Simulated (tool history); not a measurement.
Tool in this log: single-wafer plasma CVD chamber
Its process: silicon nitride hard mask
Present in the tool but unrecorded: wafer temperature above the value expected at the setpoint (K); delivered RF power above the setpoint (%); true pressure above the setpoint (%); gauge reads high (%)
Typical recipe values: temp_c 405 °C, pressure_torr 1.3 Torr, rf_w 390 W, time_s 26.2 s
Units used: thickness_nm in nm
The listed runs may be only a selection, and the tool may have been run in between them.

run,hour,temp_c,pressure_torr,rf_w,time_s,wafers since the last listed run,hours since the last thermocouple change,hours since the last RF generator calibration,hours since the last manometer calibration,hours since the showerhead was replaced,hours since the gauge calibration,"read-back reference wafer on the same gauge, thickness_nm",thickness_nm
1,0,405,1.14,390,29.7,0,755.6,1322,1893.4,5084.2,884.8,35.937,36.07
2,93.2,405,1.14,390,29.7,3096,848.8,1415.2,1986.6,5177.4,978,35.892,36.108
3,152.7,405,1.14,390,29.7,1976,908.3,1474.7,2046.1,5236.9,1037.5,35.898,35.829
4,235.3,416,1.3,390,26.2,2743,990.9,1557.3,2128.7,5319.5,1120.1,35.926,32.811
5,337.1,416,1.3,390,26.2,3381,1092.7,1659.1,2230.5,5421.3,1221.9,35.899,32.708
# hour 368.2: thermocouple changed; heater temperature recalibrated
6,438.9,405,1.3,450,26.2,3116,70.7,1760.9,2332.3,5523.1,1323.7,35.907,36.014
7,526,405,1.3,450,26.2,2893,157.8,1848,2419.4,5610.2,1410.8,35.906,35.994
8,583.5,405,1.3,390,26.2,1910,215.3,1905.5,2476.9,5667.7,1468.3,35.879,32.986
# hour 615.3: RF generator calibrated
9,680.1,405,1.3,390,26.2,2943,311.9,64.8,2573.5,5764.3,1564.9,35.9,32.915
10,760.8,412,1.3,390,26.2,2680,392.6,145.5,2654.2,5845,1645.6,35.902,32.763
11,828.8,405,1.3,390,26.2,2258,460.6,213.5,2722.2,5913,1713.6,35.938,33.076
12,886.5,405,1.3,390,26.2,1916,518.3,271.2,2779.9,5970.7,1771.3,35.923,32.994
# hour 927.1: capacitance manometer re-zeroed and calibrated
13,979.6,405,1.3,390,26.2,2827,611.4,364.3,52.5,6063.8,1864.4,35.906,33.086
14,1036.2,405,1.3,390,26.2,1880,668,420.9,109.1,6120.4,1921,35.891,33.079
15,1082.2,416,1.39,360,24.5,1528,714,466.9,155.1,6166.4,1967,35.943,29.621
# hour 1121.7: gauge calibrated
16,1132.3,392,1.57,340,21.2,1664,764.1,517,205.2,6216.5,10.6,35.848,25.803
17,1176.2,405,1.14,315,26.2,1458,808,560.9,249.1,6260.4,54.5,35.939,27.407
18,1273.9,405,1.3,325,26.2,3245,905.7,658.6,346.8,6358.1,152.2,35.886,29.078
19,1352.2,393,1.3,390,31.1,2601,984,736.9,425.1,6436.4,230.5,35.853,39.027
20,1413.5,418,1.3,415,26.2,2036,1045.3,798.2,486.4,6497.7,291.8,35.948,34.025
21,1470.2,391,1.43,440,21.5,1883,1102,854.9,543.1,6554.4,348.5,35.887,30.179
# hour 1537: thermocouple changed; heater temperature recalibrated
22,1547.2,405,1.3,390,23.1,2292,10.2,931.9,620.1,6631.4,425.5,35.899,28.947
23,1596.8,420,1.3,390,30.8,1647,59.8,981.5,669.7,6681,475.1,35.905,38.584
# hour 1653.6: showerhead replaced
24,1701.8,405,1.3,310,26.2,3222,164.8,1086.5,774.7,48.2,580.1,35.893,28.202
25,1779.2,391,1.3,390,21,2571,242.2,1163.9,852.1,125.6,657.5,35.868,26.717
26,1824.2,405,1.3,390,26.2,1494,287.2,1208.9,897.1,170.6,702.5,35.908,33.125
27,1920.2,405,1.3,390,26.2,3189,383.2,1304.9,993.1,266.6,798.5,35.889,33.146
28,2002.9,405,1.3,390,26.2,2747,465.9,1387.6,1075.8,349.3,881.2,35.88,32.825
29,2089.6,405,1.56,465,26.2,2880,552.6,1474.3,1162.5,436,967.9,35.94,38.761

Predict each of these 4 candidate next runs independently; none follows another, all start after run 29:
A,2090,405,1.3,390,26.2,13,553,1474.7,1162.9,436.4,968.3,?,?
B,2090,399,1.3,390,21,13,553,1474.7,1162.9,436.4,968.3,?,?
C,2090,405,1.13,390,26.2,13,553,1474.7,1162.9,436.4,968.3,?,?
D,2090,400,1.3,390,26.2,13,553,1474.7,1162.9,436.4,968.3,?,?

run,"read-back reference wafer on the same gauge, thickness_nm",thickness_nm
A,35.873,32.932
B,35.873,26.471
C,35.873,31.619
D,35.873,32.995
With the hidden condition removed and each run's random variation left untouched, the same runs would have given:
run,thickness_nm
A,32.932
B,26.471
C,31.619
D,32.995
